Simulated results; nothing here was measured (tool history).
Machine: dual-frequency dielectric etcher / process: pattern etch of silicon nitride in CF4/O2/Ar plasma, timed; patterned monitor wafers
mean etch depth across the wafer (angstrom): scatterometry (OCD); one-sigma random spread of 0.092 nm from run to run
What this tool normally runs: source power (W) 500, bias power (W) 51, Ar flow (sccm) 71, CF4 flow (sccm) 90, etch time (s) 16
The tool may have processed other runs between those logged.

run   hour  source power (W)  bias power (W)  Ar flow (sccm)  CF4 flow (sccm)  etch time (s)  wafers since the last listed run  hours since the last wet clean  hours since the last source power generator calibration  hours since the last bias power generator calibration  hours since the last Ar flow controller change  hours since the last CF4 flow controller change  hours since the last upper electrode change  hours since the gauge calibration  read-back reference wafer on the same gauge, depth_nm  mean etch depth across the wafer (angstrom)
  1      0               500              51              71               90             16                                 0                             9.1                                                   3519.4                                                   3802                                          4732.8                                           2024.8                                       3961.4                              210.7                                                   34.4                                        370.4
       6.6  -- bias power generator calibrated
  2     12               500              51              71               90             16                               173                            21.1                                                   3531.4                                                    5.4                                          4744.8                                           2036.8                                       3973.4                              222.7                                                  34.42                                        370.6
      30.2  -- Ar flow controller replaced
  3   30.7               500              51              71               90             16                               276                            39.8                                                   3550.1                                                   24.1                                             0.5                                           2055.5                                       3992.1                              241.4                                                  34.43                                        368.9
  4     38               500              51              71               90             16                               158                            47.1                                                   3557.4                                                   31.4                                             7.8                                           2062.8                                       3999.4                              248.7                                                  34.39                                        368.6
      46.7  -- source power generator calibrated
  5     48               420              44              71              100           18.5                               130                            57.1                                                      1.3                                                   41.4                                            17.8                                           2072.8                                       4009.4                              258.7                                                   34.4                                        341.5
  6   60.7               550              51              71               90             13                               276                            69.8                                                       14                                                   54.1                                            30.5                                           2085.5                                       4022.1                              271.4                                                  34.42                                        330.4
      62.7  -- gauge calibrated
  7   77.6               380              55              57               90             14                               367                            86.7                                                     30.9                                                     71                                            47.4                                           2102.4                                         4039                               14.9                                                  34.41                                        252.8
  8     90               500              51              71               90             16                               269                            99.1                                                     43.3                                                   83.4                                            59.8                                           2114.8                                       4051.4                               27.3                                                  34.38                                        367.5
  9   98.3               440              39              71               90             16                               180                           107.4                                                     51.6                                                   91.7                                            68.1                                           2123.1                                       4059.7                               35.6                                                  34.38                                        294.2
 10  112.5               400              51              71               90             14                               308                           121.6                                                     65.8                                                  105.9                                            82.3                                           2137.3                                       4073.9                               49.8                                                   34.4                                        252.8
     139.1  -- CF4 flow controller replaced
     147.4  -- upper electrode replaced
 11  147.9               500              51              71               90           20.5                               459                             157                                                    101.2                                                  141.3                                           117.7                                              8.8                                          0.5                               85.2                                                   34.4                                        468.6
 12  148.2               400              51              87               72           18.5                                 6                           157.3                                                    101.5                                                  141.6                                             118                                              9.1                                          0.8                               85.5                                                  34.41                                        314.6
 13  148.5               500              51              71               90             16                                 6                           157.6                                                    101.8                                                  141.9                                           118.3                                              9.4                                          1.1                               85.8                                                  34.41                                        364.4
 14  158.9               600              63              71               90             16                               226                             168                                                    112.2                                                  152.3                                           128.7                                             19.8                                         11.5                               96.2                                                  34.41                                        473.9
 15    169               410              51              71               90             16                               219                           178.1                                                    122.3                                                  162.4                                           138.8                                             29.9                                         21.6                              106.3                                                   34.4                                        297.1
 16  183.9               420              57              71              108           20.5                               323                             193                                                    137.2                                                  177.3                                           153.7                                             44.8                                         36.5                              121.2                                                   34.4                                        412.4
 17  200.6               500              51              71               90             16                               363                           209.7                                                    153.9                                                    194                                           170.4                                             61.5                                         53.2                              137.9                                                  34.39                                        364.7
 18  209.8               500              51              65              102             16                               200                           218.9                                                    163.1                                                  203.2                                           179.6                                             70.7                                         62.4                              147.1                                                  34.42                                          375
 19  223.6               440              39              71               90             16                               300                           232.7                                                    176.9                                                    217                                           193.4                                             84.5                                         76.2                              160.9                                                  34.41                                        291.4
 20  230.6               470              43              66               71             16                               152                           239.7                                                    183.9                                                    224                                           200.4                                             91.5                                         83.2                              167.9                                                  34.39                                          318

Here are 5 independent what-if runs from the current tool condition. What would each one return?
  A   231               500              51              71               90             16                                 8                           240.1                                                    184.3                                                  224.4                                           200.8                                             91.9                                         83.6                              168.3                                                      ?                                            ?
  B   231               570              51              71               90           11.5                                 8                           240.1                                                    184.3                                                  224.4                                           200.8                                             91.9                                         83.6                              168.3                                                      ?                                            ?
  C   231               560              51              71               90             16                                 8                           240.1                                                    184.3                                                  224.4                                           200.8                                             91.9                                         83.6                              168.3                                                      ?                                            ?
  D   231               500              51              80               90           20.5                                 8                           240.1                                                    184.3                                                  224.4                                           200.8                                             91.9                                         83.6                              168.3                                                      ?                                            ?
  E   231               550              42              71               90             16                                 8                           240.1                                                    184.3                                                  224.4                                           200.8                                             91.9                                         83.6                              168.3                                                      ?                                            ?

run  read-back reference wafer on the same gauge, depth_nm  mean etch depth across the wafer (angstrom)
  A                                                  34.43                                        362.7
  B                                                  34.43                                        298.3
  C                                                  34.43                                        407.6
  D                                                  34.43                                        455.7
  E                                                  34.43                                        375.8
The same runs, with their run-to-run variation unchanged, on a tool lacking any hidden condition would have given:
run  mean etch depth across the wafer (angstrom)
  A                                        368.6
  B                                        303.1
  C                                        414.2
  D                                        463.2
  E                                        381.9

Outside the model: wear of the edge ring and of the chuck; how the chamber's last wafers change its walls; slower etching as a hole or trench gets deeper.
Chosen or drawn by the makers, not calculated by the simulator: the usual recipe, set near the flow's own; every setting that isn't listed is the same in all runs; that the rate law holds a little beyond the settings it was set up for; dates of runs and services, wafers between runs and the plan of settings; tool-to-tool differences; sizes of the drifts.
